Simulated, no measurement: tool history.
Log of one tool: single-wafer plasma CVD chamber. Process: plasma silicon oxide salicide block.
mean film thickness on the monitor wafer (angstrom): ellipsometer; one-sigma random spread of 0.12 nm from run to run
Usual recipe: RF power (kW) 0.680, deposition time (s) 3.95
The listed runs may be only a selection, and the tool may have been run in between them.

| run | hour | RF power (kW) | deposition time (s) | wafers since the last listed run | hours since the last RF generator calibration | hours since the showerhead was replaced | hours since the gauge calibration | read-back reference wafer on the same gauge, thickness_nm | mean film thickness on the monitor wafer (angstrom) |
|---|---|---|---|---|---|---|---|---|---|
| 1 | 0.0 | 0.750 | 4.30 | 0 | 268.7 | 8008.2 | 341.5 | 39.147 | 440.19 |
| 2 | 59.5 | 0.750 | 4.30 | 1879 | 328.2 | 8067.7 | 401.0 | 39.102 | 440.49 |
| 3 | 93.9 | 0.750 | 4.30 | 1086 | 362.6 | 8102.1 | 435.4 | 39.127 | 435.86 |
| 4 | 125.3 | 0.680 | 3.95 | 991 | 394.0 | 8133.5 | 466.8 | 39.113 | 396.29 |
| 5 | 154.5 | 0.680 | 3.95 | 922 | 423.2 | 8162.7 | 496.0 | 39.101 | 393.44 |
| 6 | 201.2 | 0.680 | 3.95 | 1475 | 469.9 | 8209.4 | 542.7 | 39.109 | 393.80 |
| 7 | 245.7 | 0.680 | 3.95 | 1405 | 514.4 | 8253.9 | 587.2 | 39.129 | 391.60 |
| 8 | 274.8 | 0.680 | 3.95 | 919 | 543.5 | 8283.0 | 616.3 | 39.086 | 392.64 |
| 9 | 328.0 | 0.680 | 3.95 | 1680 | 596.7 | 8336.2 | 669.5 | 39.099 | 391.22 |
| 10 | 380.7 | 0.680 | 3.95 | 1664 | 649.4 | 8388.9 | 722.2 | 39.056 | 391.36 |
| 11 | 433.1 | 0.680 | 3.95 | 1655 | 701.8 | 8441.3 | 774.6 | 39.111 | 389.99 |
| 12 | 497.6 | 0.680 | 4.36 | 2037 | 766.3 | 8505.8 | 839.1 | 39.090 | 432.41 |
| 13 | 525.8 | 0.680 | 3.34 | 890 | 794.5 | 8534.0 | 867.3 | 39.110 | 330.23 |
| 14 | 552.0 | 0.680 | 3.95 | 827 | 820.7 | 8560.2 | 893.5 | 39.137 | 390.55 |
|  | 565.6 | RF generator calibrated |
| 15 | 596.9 | 0.795 | 4.51 | 1165 | 31.3 | 8605.1 | 938.4 | 39.108 | 472.62 |
| 16 | 639.0 | 0.550 | 4.25 | 1329 | 73.4 | 8647.2 | 980.5 | 39.035 | 408.16 |
| 17 | 668.7 | 0.550 | 4.62 | 938 | 103.1 | 8676.9 | 1010.2 | 39.126 | 442.70 |
|  | 711.1 | showerhead replaced |
| 18 | 801.0 | 0.680 | 3.95 | 3926 | 235.4 | 89.9 | 1142.5 | 39.090 | 395.80 |
| 19 | 861.5 | 0.775 | 4.71 | 1910 | 295.9 | 150.4 | 1203.0 | 39.124 | 486.94 |
| 20 | 893.3 | 0.680 | 4.27 | 1004 | 327.7 | 182.2 | 1234.8 | 39.099 | 427.93 |
| 21 | 923.7 | 0.550 | 4.63 | 960 | 358.1 | 212.6 | 1265.2 | 39.090 | 436.94 |
|  | 957.8 | gauge calibrated |
| 22 | 974.7 | 0.740 | 3.20 | 1610 | 409.1 | 263.6 | 16.9 | 39.155 | 325.08 |
| 23 | 1005.0 | 0.680 | 3.95 | 957 | 439.4 | 293.9 | 47.2 | 39.059 | 394.46 |
| 24 | 1041.3 | 0.770 | 4.42 | 1146 | 475.7 | 330.2 | 83.5 | 39.137 | 455.06 |
| 25 | 1077.1 | 0.590 | 3.95 | 1130 | 511.5 | 366.0 | 119.3 | 39.102 | 380.37 |
| 26 | 1135.8 | 0.715 | 4.42 | 1854 | 570.2 | 424.7 | 178.0 | 39.109 | 444.28 |
| 27 | 1171.0 | 0.780 | 4.53 | 1111 | 605.4 | 459.9 | 213.2 | 39.077 | 469.48 |
| 28 | 1206.0 | 0.680 | 3.95 | 1105 | 640.4 | 494.9 | 248.2 | 39.113 | 392.27 |
| 29 | 1310.8 | 0.810 | 3.56 | 3310 | 745.2 | 599.7 | 353.0 | 39.125 | 369.30 |

Consider 5 possible next runs. They are alternatives, not a sequence: every one starts from the tool as it was left by run 29. What does each give?
| A | 1311.2 | 0.680 | 3.95 | 12 | 745.6 | 600.1 | 353.4 | ? | ? |
| B | 1311.2 | 0.800 | 3.26 | 12 | 745.6 | 600.1 | 353.4 | ? | ? |
| C | 1311.2 | 0.680 | 4.32 | 12 | 745.6 | 600.1 | 353.4 | ? | ? |
| D | 1311.2 | 0.755 | 4.21 | 12 | 745.6 | 600.1 | 353.4 | ? | ? |
| E | 1311.2 | 0.680 | 4.63 | 12 | 745.6 | 600.1 | 353.4 | ? | ? |

| run | read-back reference wafer on the same gauge, thickness_nm | mean film thickness on the monitor wafer (angstrom) |
|---|---|---|
| A | 39.124 | 393.43 |
| B | 39.124 | 338.53 |
| C | 39.124 | 430.29 |
| D | 39.124 | 430.69 |
| E | 39.124 | 461.16 |
The same runs, with their run-to-run variation unchanged, on a tool lacking any hidden condition would have given:
| run | mean film thickness on the monitor wafer (angstrom) |
|---|---|
| A | 402.04 |
| B | 345.93 |
| C | 439.70 |
| D | 440.10 |
| E | 471.25 |
